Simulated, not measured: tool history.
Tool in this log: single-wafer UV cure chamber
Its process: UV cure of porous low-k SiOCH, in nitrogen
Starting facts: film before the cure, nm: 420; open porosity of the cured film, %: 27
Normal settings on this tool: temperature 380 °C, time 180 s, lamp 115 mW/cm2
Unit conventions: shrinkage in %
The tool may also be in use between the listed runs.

run 1 day=0.000 | temperature=380 time=180 lamp=115 | shrinkage=10.882
-- day=1.742 quartz window cleaned
run 2 day=3.496 | temperature=380 time=180 lamp=115 | shrinkage=11.351
run 3 day=5.412 | temperature=380 time=180 lamp=115 | shrinkage=11.415
run 4 day=9.529 | temperature=380 time=180 lamp=115 | shrinkage=11.085
run 5 day=11.462 | temperature=380 time=225 lamp=139 | shrinkage=13.452
run 6 day=14.742 | temperature=380 time=180 lamp=115 | shrinkage=11.138
run 7 day=19.308 | temperature=380 time=180 lamp=115 | shrinkage=10.939
run 8 day=22.958 | temperature=369 time=180 lamp=126 | shrinkage=10.680
run 9 day=26.792 | temperature=380 time=180 lamp=141 | shrinkage=11.621
run 10 day=29.917 | temperature=380 time=100 lamp=115 | shrinkage=7.521
-- day=30.283 UV bulbs replaced
run 11 day=33.912 | temperature=380 time=180 lamp=115 | shrinkage=11.933
run 12 day=36.367 | temperature=380 time=180 lamp=115 | shrinkage=11.928
run 13 day=39.054 | temperature=374 time=120 lamp=115 | shrinkage=9.417

Run 14 comes next. What will it give?
run 14 day=40.679 | temperature=380 time=140 lamp=115 | shrinkage=?

Run 14 produced shrinkage 10.067 %.
The same run, on a tool lacking any hidden state, would have yielded shrinkage 11.398 %.

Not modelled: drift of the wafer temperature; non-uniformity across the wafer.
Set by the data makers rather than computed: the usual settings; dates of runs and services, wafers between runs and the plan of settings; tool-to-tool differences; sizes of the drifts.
